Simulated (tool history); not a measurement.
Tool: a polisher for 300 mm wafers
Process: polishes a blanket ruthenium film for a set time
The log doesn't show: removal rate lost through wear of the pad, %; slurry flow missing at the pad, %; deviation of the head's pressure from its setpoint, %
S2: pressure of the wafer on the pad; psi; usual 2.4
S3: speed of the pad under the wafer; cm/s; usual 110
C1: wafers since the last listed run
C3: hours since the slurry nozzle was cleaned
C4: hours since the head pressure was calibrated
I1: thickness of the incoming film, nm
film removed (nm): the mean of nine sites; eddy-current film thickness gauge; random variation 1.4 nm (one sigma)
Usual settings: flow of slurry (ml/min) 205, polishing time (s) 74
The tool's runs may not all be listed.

Run 1, hour 0.0: usual settings but S3 86 cm/s; C1 0; wafers polished on this pad 442; C3 372.3; C4 567.7; I1 332.3. Result: film removed (nm) 89.0.
At hour 10.6: slurry nozzle cleaned.
Run 2, hour 42.8: usual settings; C1 427; wafers polished on this pad 870; C3 32.2; C4 610.5; I1 329.5. Result: film removed (nm) 110.1.
Run 3, hour 66.5: usual settings; C1 242; wafers polished on this pad 1112; C3 55.9; C4 634.2; I1 333.2. Result: film removed (nm) 108.6.
At hour 80.2: head pressure recalibrated.
Run 4, hour 101.0: usual settings; C1 332; wafers polished on this pad 1445; C3 90.4; C4 20.8; I1 336.5. Result: film removed (nm) 108.2.
Run 5, hour 114.9: usual settings; C1 142; wafers polished on this pad 1587; C3 104.3; C4 34.7; I1 328.9. Result: film removed (nm) 106.2.
Run 6, hour 138.7: usual settings but S2 2.7 psi; C1 243; wafers polished on this pad 1831; C3 128.1; C4 58.5; I1 335.9. Result: film removed (nm) 119.7.
Run 7, hour 153.2: usual settings; C1 148; wafers polished on this pad 1980; C3 142.6; C4 73.0; I1 335.2. Result: film removed (nm) 108.9.
Run 8, hour 181.7: usual settings; C1 291; wafers polished on this pad 2271; C3 171.1; C4 101.5; I1 331.6. Result: film removed (nm) 105.7.
At hour 190.2: worn pad replaced by a new one.
Run 9, hour 211.9: usual settings; C1 268; wafers polished on this pad 221; C3 201.3; C4 131.7; I1 331.0. Result: film removed (nm) 103.2.
Run 10, hour 224.2: usual settings; C1 125; wafers polished on this pad 347; C3 213.6; C4 144.0; I1 327.6. Result: film removed (nm) 104.3.
Run 11, hour 255.4: usual settings; C1 319; wafers polished on this pad 667; C3 244.8; C4 175.2; I1 329.3. Result: film removed (nm) 106.8.
Run 12, hour 278.2: usual settings; C1 233; wafers polished on this pad 900; C3 267.6; C4 198.0; I1 327.4. Result: film removed (nm) 107.4.
Run 13, hour 294.7: usual settings but S3 134 cm/s; C1 168; wafers polished on this pad 1069; C3 284.1; C4 214.5; I1 332.8. Result: film removed (nm) 117.9.
Run 14, hour 315.7: usual settings but S3 134 cm/s; C1 215; wafers polished on this pad 1284; C3 305.1; C4 235.5; I1 329.9. Result: film removed (nm) 120.6.
Run 15, hour 341.0: usual settings but flow of slurry (ml/min) 260; C1 259; wafers polished on this pad 1543; C3 330.4; C4 260.8; I1 325.8. Result: film removed (nm) 107.2.
At hour 391.3: slurry nozzle cleaned.
At hour 392.5: worn pad replaced by a new one.
Run 16, hour 444.4: usual settings but S2 2.0 psi, S3 146 cm/s; C1 1035; wafers polished on this pad 531; C3 53.1; C4 364.2; I1 326.9. Result: film removed (nm) 108.6.
Run 17, hour 478.1: usual settings but flow of slurry (ml/min) 155; C1 345; wafers polished on this pad 876; C3 86.8; C4 397.9; I1 324.0. Result: film removed (nm) 101.5.
Run 18, hour 510.3: usual settings but S2 2.7 psi, S3 78 cm/s; C1 329; wafers polished on this pad 1206; C3 119.0; C4 430.1; I1 334.4. Result: film removed (nm) 98.9.
Run 19, hour 612.3: usual settings but flow of slurry (ml/min) 275, S2 2.9 psi, S3 78 cm/s, polishing time (s) 86; C1 1044; wafers polished on this pad 2250; C3 221.0; C4 532.1; I1 336.5. Result: film removed (nm) 121.9.
At hour 642.2: worn pad replaced by a new one.
Run 20, hour 644.8: usual settings but polishing time (s) 54; C1 291; wafers polished on this pad 26; C3 253.5; C4 564.6; I1 329.3. Result: film removed (nm) 74.5.
Run 21, hour 669.3: usual settings but flow of slurry (ml/min) 245; C1 250; wafers polished on this pad 277; C3 278.0; C4 589.1; I1 326.5. Result: film removed (nm) 109.7.
Run 22, hour 689.8: usual settings but S3 144 cm/s; C1 209; wafers polished on this pad 487; C3 298.5; C4 609.6; I1 329.9. Result: film removed (nm) 122.8.
Run 23, hour 705.0: usual settings but flow of slurry (ml/min) 155, S2 1.8 psi, S3 138 cm/s, polishing time (s) 52; C1 155; wafers polished on this pad 642; C3 313.7; C4 624.8; I1 330.0. Result: film removed (nm) 60.3.
At hour 707.2: head pressure recalibrated.
Run 24, hour 720.3: usual settings; C1 136; wafers polished on this pad 779; C3 329.0; C4 13.1; I1 325.8. Result: film removed (nm) 103.6.
Run 25, hour 747.1: usual settings; C1 274; wafers polished on this pad 1053; C3 355.8; C4 39.9; I1 331.0. Result: film removed (nm) 101.4.
Run 26, hour 774.4: usual settings but S2 1.6 psi, polishing time (s) 65; C1 279; wafers polished on this pad 1333; C3 383.1; C4 67.2; I1 331.9. Result: film removed (nm) 59.9.
Run 27, hour 804.3: usual settings but flow of slurry (ml/min) 270; C1 306; wafers polished on this pad 1639; C3 413.0; C4 97.1; I1 326.9. Result: film removed (nm) 105.2.
Run 28, hour 828.1: usual settings but flow of slurry (ml/min) 275; C1 243; wafers polished on this pad 1882; C3 436.8; C4 120.9; I1 326.5. Result: film removed (nm) 107.1.
Run 29, hour 855.8: usual settings but S3 74 cm/s; C1 283; wafers polished on this pad 2166; C3 464.5; C4 148.6; I1 331.8. Result: film removed (nm) 82.7.
At hour 862.1: worn pad replaced by a new one.
Run 30, hour 868.7: usual settings but S2 1.7 psi, S3 100 cm/s, polishing time (s) 52; C1 91; wafers polished on this pad 68; C3 477.4; C4 161.5; I1 330.9. Result: film removed (nm) 48.7.
At hour 876.9: slurry nozzle cleaned.
Run 31, hour 886.5: usual settings but S2 2.7 psi; C1 172; wafers polished on this pad 240; C3 9.6; C4 179.3; I1 328.9. Result: film removed (nm) 122.6.
Run 32, hour 913.2: usual settings; C1 273; wafers polished on this pad 513; C3 36.3; C4 206.0; I1 330.5. Result: film removed (nm) 108.9.
Run 33, hour 931.3: usual settings but flow of slurry (ml/min) 235, S2 1.8 psi, S3 98 cm/s, polishing time (s) 61; C1 185; wafers polished on this pad 698; C3 54.4; C4 224.1; I1 325.3. Result: film removed (nm) 62.9.
Run 34, hour 954.0: usual settings; C1 232; wafers polished on this pad 931; C3 77.1; C4 246.8; I1 332.0. Result: film removed (nm) 109.6.
Run 35, hour 981.2: usual settings but flow of slurry (ml/min) 165, S2 3.0 psi, S3 128 cm/s, polishing time (s) 84; C1 278; wafers polished on this pad 1209; C3 104.3; C4 274.0; I1 332.5. Result: film removed (nm) 164.1.
Run 36, hour 995.7: usual settings but S2 1.9 psi, S3 120 cm/s; C1 148; wafers polished on this pad 1358; C3 118.8; C4 288.5; I1 332.2. Result: film removed (nm) 88.6.
Run 37, hour 1030.2: usual settings but S2 1.9 psi, S3 84 cm/s; C1 353; wafers polished on this pad 1711; C3 153.3; C4 323.0; I1 325.1. Result: film removed (nm) 70.2.

4 ways to go on from here, each from the tool as it stands after run 37. What would each give?
Run A, hour 1030.6: usual settings; C1 4; wafers polished on this pad 1715; C3 153.7; C4 323.4; I1 331.7. Result: film removed (nm) ?.
Run B, hour 1030.6: usual settings but flow of slurry (ml/min) 275, S2 3.0 psi; C1 4; wafers polished on this pad 1715; C3 153.7; C4 323.4; I1 331.7. Result: film removed (nm) ?.
Run C, hour 1030.6: usual settings but S2 2.8 psi; C1 4; wafers polished on this pad 1715; C3 153.7; C4 323.4; I1 331.7. Result: film removed (nm) ?.
Run D, hour 1030.6: usual settings but polishing time (s) 84; C1 4; wafers polished on this pad 1715; C3 153.7; C4 323.4; I1 331.7. Result: film removed (nm) ?.

run  film removed (nm)
  A              106.1
  B              137.4
  C              123.8
  D              120.5
Without the tool's hidden state the same runs would have given:
run  film removed (nm)
  A              110.1
  B              141.4
  C              128.4
  D              125.0

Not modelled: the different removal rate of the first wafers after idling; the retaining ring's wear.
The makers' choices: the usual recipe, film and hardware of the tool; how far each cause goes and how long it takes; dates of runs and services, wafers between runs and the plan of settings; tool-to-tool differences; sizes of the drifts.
